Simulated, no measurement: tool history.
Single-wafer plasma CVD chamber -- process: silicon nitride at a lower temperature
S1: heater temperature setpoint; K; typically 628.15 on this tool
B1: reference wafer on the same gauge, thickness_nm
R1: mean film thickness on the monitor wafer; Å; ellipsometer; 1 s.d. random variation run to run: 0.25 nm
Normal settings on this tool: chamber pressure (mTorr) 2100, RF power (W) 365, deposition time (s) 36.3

Run 1, day 0: usual settings; B1 60.178. Result: R1 511.16 Å.
Run 2, day 2.1: usual settings; B1 60.239. Result: R1 506.82 Å.
Run 3, day 5.042: usual settings but S1 622.15 K, deposition time (s) 38.3; B1 60.321. Result: R1 536.81 Å.
Run 4, day 8.379: usual settings; B1 60.199. Result: R1 502.98 Å.
Run 5, day 11.921: usual settings; B1 60.244. Result: R1 507.05 Å.
Run 6, day 15.554: usual settings; B1 60.156. Result: R1 502.7 Å.
Run 7, day 19.9: usual settings; B1 60.198. Result: R1 506.14 Å.
Run 8, day 21.692: usual settings; B1 60.291. Result: R1 502.19 Å.
Run 9, day 23.55: usual settings; B1 60.228. Result: R1 502.36 Å.
At day 27.054: capacitance manometer re-zeroed and calibrated.
Run 10, day 27.617: usual settings; B1 60.235. Result: R1 515.9 Å.
Run 11, day 31.729: usual settings; B1 60.259. Result: R1 516.97 Å.
Run 12, day 36.104: usual settings but S1 635.15 K, chamber pressure (mTorr) 2620, RF power (W) 345, deposition time (s) 38.8; B1 60.188. Result: R1 548.84 Å.
At day 37.208: RF generator calibrated.
At day 37.579: showerhead replaced.
Run 13, day 39.696: usual settings but S1 643.15 K, RF power (W) 390; B1 60.203. Result: R1 570.34 Å.
Run 14, day 44.188: usual settings; B1 60.281. Result: R1 535.13 Å.
At day 45.588: gauge calibrated.
At day 45.633: thermocouple changed; heater temperature recalibrated.
Run 15, day 46.746: usual settings but chamber pressure (mTorr) 2500, RF power (W) 325, deposition time (s) 39.2; B1 60.187. Result: R1 536.43 Å.
Run 16, day 48.333: usual settings but S1 635.15 K, chamber pressure (mTorr) 2350, RF power (W) 295, deposition time (s) 32.5; B1 60.264. Result: R1 387.06 Å.
Run 17, day 50.338: usual settings but S1 622.15 K, chamber pressure (mTorr) 1680, RF power (W) 425, deposition time (s) 30; B1 60.206. Result: R1 462.56 Å.
Run 18, day 54.017: usual settings; B1 60.18. Result: R1 525.72 Å.
Run 19, day 56.942: usual settings; B1 60.196. Result: R1 525.04 Å.
Run 20, day 59.704: usual settings; B1 60.193. Result: R1 519.94 Å.
Run 21, day 63.55: usual settings; B1 60.188. Result: R1 522.28 Å.
Run 22, day 66.525: usual settings but deposition time (s) 32.1; B1 60.289. Result: R1 459.78 Å.
Run 23, day 69.967: usual settings but S1 616.15 K, chamber pressure (mTorr) 2520, RF power (W) 390, deposition time (s) 40.7; B1 60.182. Result: R1 660.11 Å.
Run 24, day 72.233: usual settings but S1 620.15 K, deposition time (s) 38.2; B1 60.223. Result: R1 544.58 Å.
Run 25, day 76.633: usual settings but S1 639.15 K, chamber pressure (mTorr) 2540, RF power (W) 425, deposition time (s) 32.7; B1 60.208. Result: R1 565.4 Å.
Run 26, day 78.208: usual settings but deposition time (s) 33.2; B1 60.153. Result: R1 469.04 Å.
Run 27, day 81.462: usual settings but RF power (W) 425; B1 60.218. Result: R1 591.33 Å.
Run 28, day 85.3: usual settings but RF power (W) 320, deposition time (s) 40.9; B1 60.225. Result: R1 500.22 Å.
Run 29, day 88.396: usual settings but S1 617.15 K, deposition time (s) 42.8; B1 60.282. Result: R1 606.76 Å.

Run-by-run hidden state of the tool:
wafer temperature above the value expected at the setpoint (K): 0 at every run
gauge reads high (%): 0 at every run
H1: delivered RF power above the setpoint (%)
H2: true pressure above the setpoint (%)
run     H1      H2
  1  -5.49   -3.88
  2   -5.6   -4.12
  3  -5.73   -4.46
  4  -5.86   -4.87
  5  -5.98   -5.33
  6  -6.09   -5.82
  7  -6.19   -6.43
  8  -6.23   -6.69
  9  -6.27   -6.97
 10  -6.34   0.741
 11  -6.39   0.723
 12  -6.44   0.672
 13  -1.48   0.606
 14  -2.42   0.492
 15  -2.87   0.412
 16  -3.13   0.357
 17  -3.43   0.281
 18  -3.91   0.124
 19  -4.24  -0.017
 20  -4.51  -0.164
 21  -4.83  -0.389
 22  -5.05  -0.581
 23  -5.26  -0.822
 24  -5.39  -0.991
 25   -5.6   -1.35
 26  -5.66   -1.48
 27  -5.78   -1.77
 28   -5.9   -2.14
 29  -5.98   -2.45

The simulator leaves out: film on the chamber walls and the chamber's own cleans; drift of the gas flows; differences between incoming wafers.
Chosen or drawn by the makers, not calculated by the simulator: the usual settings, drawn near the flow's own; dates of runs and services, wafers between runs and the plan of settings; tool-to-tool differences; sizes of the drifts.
